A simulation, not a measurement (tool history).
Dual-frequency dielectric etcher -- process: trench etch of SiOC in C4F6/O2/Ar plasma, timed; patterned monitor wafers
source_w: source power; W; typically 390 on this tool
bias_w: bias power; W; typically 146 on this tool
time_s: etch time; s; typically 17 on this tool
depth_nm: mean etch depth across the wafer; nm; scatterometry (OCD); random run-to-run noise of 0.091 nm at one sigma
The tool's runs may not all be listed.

run,day,source_w,bias_w,time_s,wafers since the last listed run,hours since the last wet clean,hours since the last source power generator calibration,hours since the last bias power generator calibration,hours since the last upper electrode change,hours since the gauge calibration,"read-back reference wafer on the same gauge, depth_nm",depth_nm
1,0,390,146,17,0,96,3134.8,3869,1011.5,3357.3,42.51,38.05
# day 2.25: gauge calibrated
2,4.204,390,146,17,1023,196.9,3235.7,3969.9,1112.4,46.9,41.8,37.34
3,8.608,390,146,17,1071,302.6,3341.4,4075.6,1218.1,152.6,41.76,37.19
4,12.2,390,173,17,874,388.8,3427.6,4161.8,1304.3,238.8,41.78,39.54
5,16.171,390,173,17,966,484.1,3522.9,4257.1,1399.6,334.1,41.79,39.5
6,20.492,390,146,17,1051,587.8,3626.6,4360.8,1503.3,437.8,41.79,37.12
# day 21.9: wet clean of the chamber
7,22.654,390,146,17,282,18.1,3678.5,4412.7,1555.2,489.7,41.8,37.35
8,26.017,390,146,17,818,98.8,3759.2,4493.4,1635.9,570.4,41.82,37.35
9,29.462,340,171,15.5,838,181.5,3841.9,4576.1,1718.6,653.1,41.82,34.69
10,31.058,430,120,20,388,219.8,3880.2,4614.4,1756.9,691.4,41.83,41.95
11,35.142,390,146,17,993,317.8,3978.2,4712.4,1854.9,789.4,41.82,37.25
# day 36.079: bias power generator calibrated
12,37.638,440,146,17,566,377.7,4038.1,37.4,1914.8,849.3,41.84,38.42
# day 42.171: upper electrode replaced
13,42.192,390,146,12,864,487,4147.4,146.7,0.5,958.6,41.85,26.4
14,44.912,390,146,21,662,552.3,4212.7,212,65.8,1023.9,41.84,45.98
15,47.871,440,131,13,719,623.3,4283.7,283,136.8,1094.9,41.85,28.33
# day 51.712: wet clean of the chamber
16,52.004,300,132,17,762,7,4382.9,382.2,236,1194.1,41.88,33.94
17,54.271,390,146,14.5,551,61.4,4437.3,436.6,290.4,1248.5,41.88,31.85
18,56.192,390,111,17,467,107.5,4483.4,482.7,336.5,1294.6,41.91,33.87
19,59.946,390,146,17,913,197.6,4573.5,572.8,426.6,1384.7,41.9,37.47
20,62.346,390,146,17,584,255.2,4631.1,630.4,484.2,1442.3,41.92,37.37
# day 62.638: source power generator calibrated
21,66.475,340,146,19.5,964,354.3,92.1,729.5,583.3,1541.4,41.94,41.48
22,70.758,480,170,12,1042,457.1,194.9,832.3,686.1,1644.2,41.95,29.46
23,73.375,390,146,20,636,519.9,257.7,895.1,748.9,1707,41.97,43.97
24,76.079,300,146,17,658,584.8,322.6,960,813.8,1771.9,42,35.2
25,80.179,320,121,12.5,997,683.2,421,1058.4,912.2,1870.3,42,24.65
# day 82.475: wet clean of the chamber
26,83.179,390,146,17,486,16.9,493,1130.4,984.2,1942.3,42.01,37.54
27,85.671,390,137,17,606,76.7,552.8,1190.2,1044,2002.1,42.06,36.73
28,89.617,390,146,17,960,171.4,647.5,1284.9,1138.7,2096.8,42.09,37.38
29,92.429,390,165,19,684,238.9,715,1352.4,1206.2,2164.3,42.09,43.74

Each row is a separate what-if for the run after 29, all from the same tool condition, not one after another. Results?
A,92.446,390,146,17,4,239.3,715.4,1352.8,1206.6,2164.7,?,?
B,92.446,450,146,14.5,4,239.3,715.4,1352.8,1206.6,2164.7,?,?
C,92.446,300,134,15.5,4,239.3,715.4,1352.8,1206.6,2164.7,?,?
D,92.446,310,163,21.5,4,239.3,715.4,1352.8,1206.6,2164.7,?,?

run,"read-back reference wafer on the same gauge, depth_nm",depth_nm
A,42.09,37.57
B,42.09,33.25
C,42.09,31.21
D,42.09,46.75
With the hidden condition removed and each run's random variation left untouched, the same runs would have given:
run,depth_nm
A,37.31
B,33.02
C,30.99
D,46.43
